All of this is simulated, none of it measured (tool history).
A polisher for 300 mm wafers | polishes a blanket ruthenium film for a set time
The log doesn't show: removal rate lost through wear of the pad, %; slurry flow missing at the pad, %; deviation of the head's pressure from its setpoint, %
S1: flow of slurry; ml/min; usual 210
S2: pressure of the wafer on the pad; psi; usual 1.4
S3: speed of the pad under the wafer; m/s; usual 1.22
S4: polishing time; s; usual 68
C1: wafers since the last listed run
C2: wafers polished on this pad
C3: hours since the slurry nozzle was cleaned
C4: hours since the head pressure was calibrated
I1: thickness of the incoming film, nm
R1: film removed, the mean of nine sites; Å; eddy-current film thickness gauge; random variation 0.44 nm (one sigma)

run 1 day=0 | S1=260 S2=1.4 S3=1.22 S4=68 | C1=0 C2=705 C3=304.9 C4=1053 | I1=623.3 | R1=585
run 2 day=0.821 | S1=260 S2=1.4 S3=1.22 S4=68 | C1=138 C2=844 C3=324.6 C4=1072.7 | I1=634.3 | R1=591
-- day=1.55 worn pad replaced by a new one
run 3 day=1.817 | S1=260 S2=1.4 S3=1.22 S4=68 | C1=139 C2=44 C3=348.5 C4=1096.6 | I1=628.2 | R1=588
run 4 day=2.696 | S1=210 S2=1.4 S3=1.22 S4=68 | C1=148 C2=193 C3=369.6 C4=1117.7 | I1=639.3 | R1=578
run 5 day=3.796 | S1=210 S2=1.4 S3=1.22 S4=68 | C1=185 C2=378 C3=396 C4=1144.1 | I1=621.2 | R1=569
run 6 day=4.767 | S1=210 S2=1.4 S3=1.22 S4=68 | C1=163 C2=542 C3=419.3 C4=1167.4 | I1=635 | R1=566
run 7 day=6.104 | S1=210 S2=1.4 S3=1.22 S4=68 | C1=225 C2=768 C3=451.4 C4=1199.5 | I1=635.7 | R1=562
run 8 day=7.279 | S1=210 S2=1.4 S3=1.22 S4=68 | C1=198 C2=966 C3=479.6 C4=1227.7 | I1=620.7 | R1=573
-- day=8.05 worn pad replaced by a new one
-- day=9.646 slurry nozzle cleaned
-- day=10.188 head pressure recalibrated
run 9 day=11.071 | S1=210 S2=1.1 S3=1.22 S4=68 | C1=590 C2=489 C3=34.2 C4=21.2 | I1=628.5 | R1=466
-- day=13.646 worn pad replaced by a new one
run 10 day=15.154 | S1=235 S2=1.6 S3=1.36 S4=68 | C1=661 C2=254 C3=132.2 C4=119.2 | I1=639.5 | R1=740
run 11 day=15.979 | S1=210 S2=1.4 S3=1.22 S4=68 | C1=139 C2=394 C3=152 C4=139 | I1=635.4 | R1=592
run 12 day=17.304 | S1=170 S2=1.6 S3=1.38 S4=68 | C1=223 C2=617 C3=183.8 C4=170.8 | I1=639.6 | R1=728
run 13 day=18.592 | S1=165 S2=1.4 S3=1.22 S4=55 | C1=217 C2=835 C3=214.7 C4=201.7 | I1=624.6 | R1=456
-- day=19.329 worn pad replaced by a new one
run 14 day=22.308 | S1=270 S2=1.6 S3=0.9 S4=68 | C1=599 C2=503 C3=303.9 C4=290.9 | I1=635 | R1=532
run 15 day=23.221 | S1=210 S2=1.4 S3=1.22 S4=68 | C1=154 C2=657 C3=325.8 C4=312.8 | I1=629.9 | R1=578
run 16 day=23.792 | S1=210 S2=1.4 S3=1.22 S4=68 | C1=96 C2=753 C3=339.5 C4=326.5 | I1=626.6 | R1=589

The tool's hidden state at each run:
removal rate lost through wear of the pad, %: 0 in every run
deviation of the head's pressure from its setpoint, %: 0 in every run
H1: slurry flow missing at the pad, %
run=1 H1=16.8
run=2 H1=18.2
run=3 H1=20
run=4 H1=21.7
run=5 H1=24
run=6 H1=26.1
run=7 H1=29.3
run=8 H1=32.2
run=9 H1=1.09
run=10 H1=2.92
run=11 H1=3.55
run=12 H1=4.75
run=13 H1=6.13
run=14 H1=11.3
run=15 H1=12.9
run=16 H1=13.9
